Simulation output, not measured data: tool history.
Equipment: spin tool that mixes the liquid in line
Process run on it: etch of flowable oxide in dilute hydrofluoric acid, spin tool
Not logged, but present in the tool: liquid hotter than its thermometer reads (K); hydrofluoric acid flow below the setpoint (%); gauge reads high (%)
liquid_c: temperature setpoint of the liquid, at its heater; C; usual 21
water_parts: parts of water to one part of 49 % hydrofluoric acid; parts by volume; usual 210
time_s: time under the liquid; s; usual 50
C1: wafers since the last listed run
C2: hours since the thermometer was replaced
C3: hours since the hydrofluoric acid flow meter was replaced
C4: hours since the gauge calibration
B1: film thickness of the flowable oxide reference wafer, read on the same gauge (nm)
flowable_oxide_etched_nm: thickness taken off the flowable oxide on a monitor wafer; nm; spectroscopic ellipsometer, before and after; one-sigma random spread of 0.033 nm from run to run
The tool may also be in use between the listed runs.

run 1 day=0 | liquid_c=21 water_parts=210 time_s=50 | C1=0 C2=2723.2 C3=1304.6 C4=372.1 | B1=110.04 | flowable_oxide_etched_nm=8.98
run 2 day=0.475 | liquid_c=21 water_parts=210 time_s=50 | C1=125 C2=2734.6 C3=1316 C4=383.5 | B1=110.03 | flowable_oxide_etched_nm=9.02
run 3 day=0.883 | liquid_c=21 water_parts=210 time_s=50 | C1=107 C2=2744.4 C3=1325.8 C4=393.3 | B1=110.04 | flowable_oxide_etched_nm=9.01
run 4 day=1.233 | liquid_c=21 water_parts=210 time_s=50 | C1=92 C2=2752.8 C3=1334.2 C4=401.7 | B1=110.01 | flowable_oxide_etched_nm=9.04
run 5 day=1.529 | liquid_c=21 water_parts=210 time_s=50 | C1=77 C2=2759.9 C3=1341.3 C4=408.8 | B1=110.06 | flowable_oxide_etched_nm=9.01
run 6 day=1.875 | liquid_c=21 water_parts=210 time_s=50 | C1=91 C2=2768.2 C3=1349.6 C4=417.1 | B1=109.94 | flowable_oxide_etched_nm=8.99
run 7 day=2.408 | liquid_c=21 water_parts=210 time_s=50 | C1=140 C2=2781 C3=1362.4 C4=429.9 | B1=109.99 | flowable_oxide_etched_nm=8.99
run 8 day=3.125 | liquid_c=21 water_parts=210 time_s=50 | C1=188 C2=2798.2 C3=1379.6 C4=447.1 | B1=110.01 | flowable_oxide_etched_nm=8.94
run 9 day=3.408 | liquid_c=21 water_parts=210 time_s=50 | C1=74 C2=2805 C3=1386.4 C4=453.9 | B1=110.02 | flowable_oxide_etched_nm=9.01
run 10 day=3.704 | liquid_c=21 water_parts=210 time_s=50 | C1=77 C2=2812.1 C3=1393.5 C4=461 | B1=109.98 | flowable_oxide_etched_nm=8.94
run 11 day=4.146 | liquid_c=21 water_parts=210 time_s=50 | C1=116 C2=2822.7 C3=1404.1 C4=471.6 | B1=109.96 | flowable_oxide_etched_nm=9
run 12 day=4.754 | liquid_c=21 water_parts=210 time_s=50 | C1=160 C2=2837.3 C3=1418.7 C4=486.2 | B1=110.01 | flowable_oxide_etched_nm=8.98
run 13 day=5.204 | liquid_c=21 water_parts=160 time_s=50 | C1=118 C2=2848.1 C3=1429.5 C4=497 | B1=110.01 | flowable_oxide_etched_nm=12.44
-- day=6.104 hydrofluoric acid flow meter replaced
run 14 day=6.842 | liquid_c=25.5 water_parts=120 time_s=75 | C1=420 C2=2887.4 C3=17.7 C4=536.3 | B1=110.04 | flowable_oxide_etched_nm=33.92
run 15 day=7.238 | liquid_c=23.5 water_parts=210 time_s=50 | C1=104 C2=2896.9 C3=27.2 C4=545.8 | B1=109.99 | flowable_oxide_etched_nm=10.77
run 16 day=7.562 | liquid_c=21 water_parts=120 time_s=50 | C1=85 C2=2904.7 C3=35 C4=553.6 | B1=110.02 | flowable_oxide_etched_nm=19.01
run 17 day=8.146 | liquid_c=22.5 water_parts=245 time_s=35 | C1=153 C2=2918.7 C3=49 C4=567.6 | B1=109.99 | flowable_oxide_etched_nm=6.01
run 18 day=8.908 | liquid_c=25 water_parts=210 time_s=50 | C1=200 C2=2937 C3=67.3 C4=585.9 | B1=109.96 | flowable_oxide_etched_nm=11.4
run 19 day=9.438 | liquid_c=21 water_parts=295 time_s=50 | C1=139 C2=2949.7 C3=80 C4=598.6 | B1=110.01 | flowable_oxide_etched_nm=6.4
run 20 day=9.95 | liquid_c=17 water_parts=295 time_s=60 | C1=135 C2=2962 C3=92.3 C4=610.9 | B1=109.95 | flowable_oxide_etched_nm=6.62
run 21 day=10.688 | liquid_c=19 water_parts=130 time_s=50 | C1=194 C2=2979.7 C3=110 C4=628.6 | B1=110.02 | flowable_oxide_etched_nm=15.99
-- day=10.808 gauge calibrated
run 22 day=11.017 | liquid_c=21 water_parts=210 time_s=50 | C1=86 C2=2987.6 C3=117.9 C4=5 | B1=109.99 | flowable_oxide_etched_nm=9.81
run 23 day=11.383 | liquid_c=21 water_parts=210 time_s=50 | C1=96 C2=2996.4 C3=126.7 C4=13.8 | B1=110.05 | flowable_oxide_etched_nm=9.68
-- day=11.638 thermometer replaced
run 24 day=12.075 | liquid_c=21 water_parts=270 time_s=50 | C1=171 C2=10.5 C3=143.3 C4=30.4 | B1=110.05 | flowable_oxide_etched_nm=6.53
run 25 day=12.379 | liquid_c=21 water_parts=160 time_s=35 | C1=80 C2=17.8 C3=150.6 C4=37.7 | B1=110 | flowable_oxide_etched_nm=8.62
run 26 day=12.825 | liquid_c=21 water_parts=210 time_s=35 | C1=117 C2=28.5 C3=161.3 C4=48.4 | B1=109.99 | flowable_oxide_etched_nm=6.22
run 27 day=13.533 | liquid_c=24 water_parts=265 time_s=65 | C1=186 C2=45.5 C3=178.3 C4=65.4 | B1=110.01 | flowable_oxide_etched_nm=9.6
run 28 day=13.896 | liquid_c=18.5 water_parts=155 time_s=75 | C1=95 C2=54.2 C3=187 C4=74.1 | B1=110.02 | flowable_oxide_etched_nm=17.24
run 29 day=14.496 | liquid_c=21 water_parts=285 time_s=50 | C1=158 C2=68.6 C3=201.4 C4=88.5 | B1=109.97 | flowable_oxide_etched_nm=6.13
run 30 day=14.788 | liquid_c=19 water_parts=210 time_s=50 | C1=76 C2=75.6 C3=208.4 C4=95.5 | B1=109.98 | flowable_oxide_etched_nm=8.19
run 31 day=15.35 | liquid_c=21 water_parts=210 time_s=50 | C1=148 C2=89.1 C3=221.9 C4=109 | B1=110.01 | flowable_oxide_etched_nm=8.88
run 32 day=15.925 | liquid_c=18 water_parts=240 time_s=50 | C1=151 C2=102.9 C3=235.7 C4=122.8 | B1=109.99 | flowable_oxide_etched_nm=6.69
run 33 day=16.408 | liquid_c=19.5 water_parts=115 time_s=25 | C1=127 C2=114.5 C3=247.3 C4=134.4 | B1=109.96 | flowable_oxide_etched_nm=8.43
run 34 day=17.108 | liquid_c=21 water_parts=210 time_s=50 | C1=184 C2=131.3 C3=264.1 C4=151.2 | B1=110.02 | flowable_oxide_etched_nm=8.83
run 35 day=17.588 | liquid_c=25.5 water_parts=280 time_s=80 | C1=126 C2=142.8 C3=275.6 C4=162.7 | B1=109.99 | flowable_oxide_etched_nm=11.7

Hidden state or all else? Some run-to-run changes of flowable_oxide_etched_nm, split into what the settings, what came in and random variation would give without the hidden state, and what is left for the hidden state (with any gauge scatter that isn't in both results):
Run 13 -> 14: liquid_c 21 -> 25.5, water_parts 160 -> 120, time_s 50 -> 75, hydrofluoric acid flow meter replaced. flowable_oxide_etched_nm +21.48 nm: hidden state +2.94, all else +18.54.
Run 14 -> 15: liquid_c 25.5 -> 23.5, water_parts 120 -> 210, time_s 75 -> 50. flowable_oxide_etched_nm -23.15 nm: hidden state -2.16, all else -20.99.
Run 16 -> 17: liquid_c 21 -> 22.5, water_parts 120 -> 245, time_s 50 -> 35. flowable_oxide_etched_nm -13 nm: hidden state -1.29, all else -11.71.
